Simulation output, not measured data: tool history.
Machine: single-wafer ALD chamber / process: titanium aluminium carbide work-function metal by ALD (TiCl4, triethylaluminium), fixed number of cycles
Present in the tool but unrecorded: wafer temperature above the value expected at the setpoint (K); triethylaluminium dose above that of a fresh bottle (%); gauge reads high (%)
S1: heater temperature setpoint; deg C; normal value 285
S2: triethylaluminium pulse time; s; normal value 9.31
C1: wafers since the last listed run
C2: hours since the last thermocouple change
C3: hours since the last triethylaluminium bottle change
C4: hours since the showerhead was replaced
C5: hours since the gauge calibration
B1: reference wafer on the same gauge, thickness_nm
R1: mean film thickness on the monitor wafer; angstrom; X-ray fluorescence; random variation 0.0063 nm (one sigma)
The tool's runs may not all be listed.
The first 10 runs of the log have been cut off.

| run | hour | S1 | S2 | C1 | C2 | C3 | C4 | C5 | B1 | R1 |
|---|---|---|---|---|---|---|---|---|---|---|
| 11 | 243.8 | 297 | 7.48 | 315 | 250.9 | 246.6 | 54.7 | 732.5 | 2.07 | 18.97 |
|  | 247.5 | gauge calibrated |
| 12 | 260.3 | 279 | 8.29 | 157 | 267.4 | 263.1 | 71.2 | 12.8 | 2.07 | 17.5 |
| 13 | 279.8 | 285 | 6.44 | 185 | 286.9 | 282.6 | 90.7 | 32.3 | 2.071 | 17.34 |
| 14 | 312.1 | 282 | 9.31 | 307 | 319.2 | 314.9 | 123 | 64.6 | 2.071 | 18.16 |
| 15 | 337.1 | 285 | 9.31 | 238 | 344.2 | 339.9 | 148 | 89.6 | 2.07 | 18.54 |
| 16 | 361.2 | 278 | 6.7 | 229 | 368.3 | 364 | 172.1 | 113.7 | 2.071 | 16.71 |
| 17 | 379.6 | 285 | 9.31 | 175 | 386.7 | 382.4 | 190.5 | 132.1 | 2.07 | 18.5 |
| 18 | 407 | 298 | 9.31 | 261 | 414.1 | 409.8 | 217.9 | 159.5 | 2.07 | 19.72 |
| 19 | 425 | 285 | 9.31 | 171 | 432.1 | 427.8 | 235.9 | 177.5 | 2.069 | 18.45 |
| 20 | 452.2 | 274 | 9.31 | 259 | 459.3 | 455 | 263.1 | 204.7 | 2.069 | 17.5 |
| 21 | 464.4 | 285 | 5.62 | 116 | 471.5 | 467.2 | 275.3 | 216.9 | 2.071 | 16.58 |
| 22 | 477.6 | 285 | 10.53 | 125 | 484.7 | 480.4 | 288.5 | 230.1 | 2.07 | 18.73 |
| 23 | 505.9 | 285 | 9.31 | 269 | 513 | 508.7 | 316.8 | 258.4 | 2.07 | 18.54 |
| 24 | 519.8 | 299 | 12.48 | 132 | 526.9 | 522.6 | 330.7 | 272.3 | 2.07 | 20.32 |
| 25 | 555 | 299 | 12.32 | 335 | 562.1 | 557.8 | 365.9 | 307.5 | 2.07 | 20.37 |
| 26 | 585.8 | 281 | 8.31 | 293 | 592.9 | 588.6 | 396.7 | 338.3 | 2.072 | 17.82 |
| 27 | 616.9 | 285 | 9.31 | 296 | 624 | 619.7 | 427.8 | 369.4 | 2.069 | 18.54 |
| 28 | 631.8 | 285 | 9.31 | 142 | 638.9 | 634.6 | 442.7 | 384.3 | 2.071 | 18.46 |
| 29 | 648.7 | 285 | 6.64 | 161 | 655.8 | 651.5 | 459.6 | 401.2 | 2.069 | 17.32 |
| 30 | 681.1 | 285 | 11.64 | 308 | 688.2 | 683.9 | 492 | 433.6 | 2.07 | 18.87 |
| 31 | 694.3 | 289 | 12.46 | 125 | 701.4 | 697.1 | 505.2 | 446.8 | 2.071 | 19.53 |
| 32 | 722 | 285 | 9.31 | 264 | 729.1 | 724.8 | 532.9 | 474.5 | 2.072 | 18.42 |

Forecast each of these 5 alternatives for the next run:
| A | 722.4 | 299 | 9.31 | 3 | 729.5 | 725.2 | 533.3 | 474.9 | ? | ? |
| B | 722.4 | 299 | 6.63 | 3 | 729.5 | 725.2 | 533.3 | 474.9 | ? | ? |
| C | 722.4 | 272 | 11.45 | 3 | 729.5 | 725.2 | 533.3 | 474.9 | ? | ? |
| D | 722.4 | 290 | 12.85 | 3 | 729.5 | 725.2 | 533.3 | 474.9 | ? | ? |
| E | 722.4 | 278 | 10.5 | 3 | 729.5 | 725.2 | 533.3 | 474.9 | ? | ? |

| run | B1 | R1 |
|---|---|---|
| A | 2.07 | 19.86 |
| B | 2.07 | 18.66 |
| C | 2.07 | 17.62 |
| D | 2.07 | 19.53 |
| E | 2.07 | 18.07 |
Stripped of hidden state, with their random variation kept, the same runs would have yielded:
| run | R1 |
|---|---|
| A | 19.86 |
| B | 18.66 |
| C | 17.62 |
| D | 19.53 |
| E | 18.07 |
